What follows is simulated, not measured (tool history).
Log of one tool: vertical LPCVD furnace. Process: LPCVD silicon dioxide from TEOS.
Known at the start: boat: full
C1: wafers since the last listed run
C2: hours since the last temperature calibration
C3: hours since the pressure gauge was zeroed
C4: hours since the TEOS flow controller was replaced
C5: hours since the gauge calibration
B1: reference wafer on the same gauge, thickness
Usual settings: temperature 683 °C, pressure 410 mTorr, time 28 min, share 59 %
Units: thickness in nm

Run 1, hour 0: usual settings but temperature 688 °C, time 25 min; C1 0; C2 1402.6; C3 3312.7; C4 4173.2; C5 31.4; B1 164.23. Result: thickness 160.06 nm.
Run 2, hour 10.8: usual settings but temperature 688 °C, time 25 min; C1 219; C2 1413.4; C3 3323.5; C4 4184; C5 42.2; B1 164.04. Result: thickness 160.97 nm.
Run 3, hour 20.6: usual settings; C1 199; C2 1423.2; C3 3333.3; C4 4193.8; C5 52; B1 164.11. Result: thickness 160.25 nm.
Run 4, hour 34: usual settings; C1 272; C2 1436.6; C3 3346.7; C4 4207.2; C5 65.4; B1 164.18. Result: thickness 160.54 nm.
Run 5, hour 52.3: usual settings; C1 372; C2 1454.9; C3 3365; C4 4225.5; C5 83.7; B1 163.78. Result: thickness 159.89 nm.
Run 6, hour 70.5: usual settings; C1 370; C2 1473.1; C3 3383.2; C4 4243.7; C5 101.9; B1 164.12. Result: thickness 160.64 nm.
Run 7, hour 83.4: usual settings; C1 262; C2 1486; C3 3396.1; C4 4256.6; C5 114.8; B1 164.03. Result: thickness 159.01 nm.
Run 8, hour 95.6: usual settings; C1 248; C2 1498.2; C3 3408.3; C4 4268.8; C5 127; B1 164.02. Result: thickness 160.12 nm.
Run 9, hour 108.2: usual settings but temperature 692 °C, time 36.5 min; C1 256; C2 1510.8; C3 3420.9; C4 4281.4; C5 139.6; B1 164.09. Result: thickness 257.37 nm.
At hour 135.5: pressure gauge zeroed.
Run 10, hour 136: usual settings; C1 77; C2 1538.6; C3 0.5; C4 4309.2; C5 167.4; B1 164.13. Result: thickness 159.25 nm.
Run 11, hour 140.4: usual settings; C1 89; C2 1543; C3 4.9; C4 4313.6; C5 171.8; B1 164.12. Result: thickness 159.8 nm.
Run 12, hour 144.9: usual settings; C1 91; C2 1547.5; C3 9.4; C4 4318.1; C5 176.3; B1 164.15. Result: thickness 159.36 nm.
Run 13, hour 149.3: usual settings; C1 89; C2 1551.9; C3 13.8; C4 4322.5; C5 180.7; B1 164.17. Result: thickness 159.08 nm.
Run 14, hour 153.7: usual settings; C1 89; C2 1556.3; C3 18.2; C4 4326.9; C5 185.1; B1 163.82. Result: thickness 160.55 nm.
Run 15, hour 164.8: usual settings but temperature 688 °C, pressure 380 mTorr, time 39 min; C1 225; C2 1567.4; C3 29.3; C4 4338; C5 196.2; B1 163.98. Result: thickness 240.79 nm.
At hour 188.9: TEOS flow controller replaced.
Run 16, hour 189.4: usual settings but temperature 688 °C, time 25 min; C1 12; C2 1592; C3 53.9; C4 0.5; C5 220.8; B1 164.07. Result: thickness 162.35 nm.
Run 17, hour 193.8: usual settings but temperature 676 °C; C1 89; C2 1596.4; C3 58.3; C4 4.9; C5 225.2; B1 163.93. Result: thickness 136.59 nm.
Run 18, hour 205.8: usual settings but temperature 688 °C, time 25 min; C1 244; C2 1608.4; C3 70.3; C4 16.9; C5 237.2; B1 163.97. Result: thickness 161.39 nm.
At hour 245.7: thermocouples replaced and temperature profile calibrated.
Run 19, hour 246.2: usual settings; C1 333; C2 0.5; C3 110.7; C4 57.3; C5 277.6; B1 163.96. Result: thickness 169.62 nm.
Run 20, hour 250.7: usual settings; C1 91; C2 5; C3 115.2; C4 61.8; C5 282.1; B1 163.82. Result: thickness 170.57 nm.
Run 21, hour 255.1: usual settings but share 70 %; C1 89; C2 9.4; C3 119.6; C4 66.2; C5 286.5; B1 164.09. Result: thickness 183.41 nm.
At hour 265.9: gauge calibrated.
Run 22, hour 268.8: usual settings but temperature 694 °C, pressure 325 mTorr; C1 278; C2 23.1; C3 133.3; C4 79.9; C5 2.9; B1 163.93. Result: thickness 196.23 nm.
Run 23, hour 276.2: usual settings but temperature 692 °C, time 17.5 min, share 56 %; C1 150; C2 30.5; C3 140.7; C4 87.3; C5 10.3; B1 163.97. Result: thickness 128.16 nm.
Run 24, hour 283.1: usual settings but temperature 680 °C, pressure 480 mTorr; C1 140; C2 37.4; C3 147.6; C4 94.2; C5 17.2; B1 164.26. Result: thickness 171.26 nm.
At hour 317.9: thermocouples replaced and temperature profile calibrated, repeated, since the last time left the tool worse.
Run 25, hour 318.4: usual settings but temperature 679 °C, time 31.5 min, share 50 %; C1 229; C2 0.5; C3 182.9; C4 129.5; C5 52.5; B1 164.33. Result: thickness 141.42 nm.
Run 26, hour 322.8: usual settings but share 67 %; C1 89; C2 4.9; C3 187.3; C4 133.9; C5 56.9; B1 163.94. Result: thickness 161.87 nm.
Run 27, hour 335.3: usual settings but temperature 677 °C, time 38 min; C1 254; C2 17.4; C3 199.8; C4 146.4; C5 69.4; B1 164.08. Result: thickness 177.55 nm.
Run 28, hour 353.7: usual settings but temperature 692 °C, time 38 min, share 49 %; C1 374; C2 35.8; C3 218.2; C4 164.8; C5 87.8; B1 164.07. Result: thickness 232.6 nm.

4 ways to go on from here, each from the tool as it stands after run 28. What would each give?
Run A, hour 358.2: usual settings; C1 91; C2 40.3; C3 222.7; C4 169.3; C5 92.3; B1 ?. Result: thickness ?.
Run B, hour 358.2: usual settings but temperature 678 °C, pressure 470 mTorr, time 25 min; C1 91; C2 40.3; C3 222.7; C4 169.3; C5 92.3; B1 ?. Result: thickness ?.
Run C, hour 358.2: usual settings but temperature 673 °C, pressure 500 mTorr, share 47 %; C1 91; C2 40.3; C3 222.7; C4 169.3; C5 92.3; B1 ?. Result: thickness ?.
Run D, hour 358.2: usual settings but temperature 689 °C, pressure 440 mTorr; C1 91; C2 40.3; C3 222.7; C4 169.3; C5 92.3; B1 ?. Result: thickness ?.

run     B1  thickness
  A  163.8     151.55
  B  163.8     128.35
  C  163.8     117.09
  D  163.8     181.24
Without the tool's hidden state the same runs would have given:
run  thickness
  A     150.67
  B      127.6
  C      116.4
  D     180.21

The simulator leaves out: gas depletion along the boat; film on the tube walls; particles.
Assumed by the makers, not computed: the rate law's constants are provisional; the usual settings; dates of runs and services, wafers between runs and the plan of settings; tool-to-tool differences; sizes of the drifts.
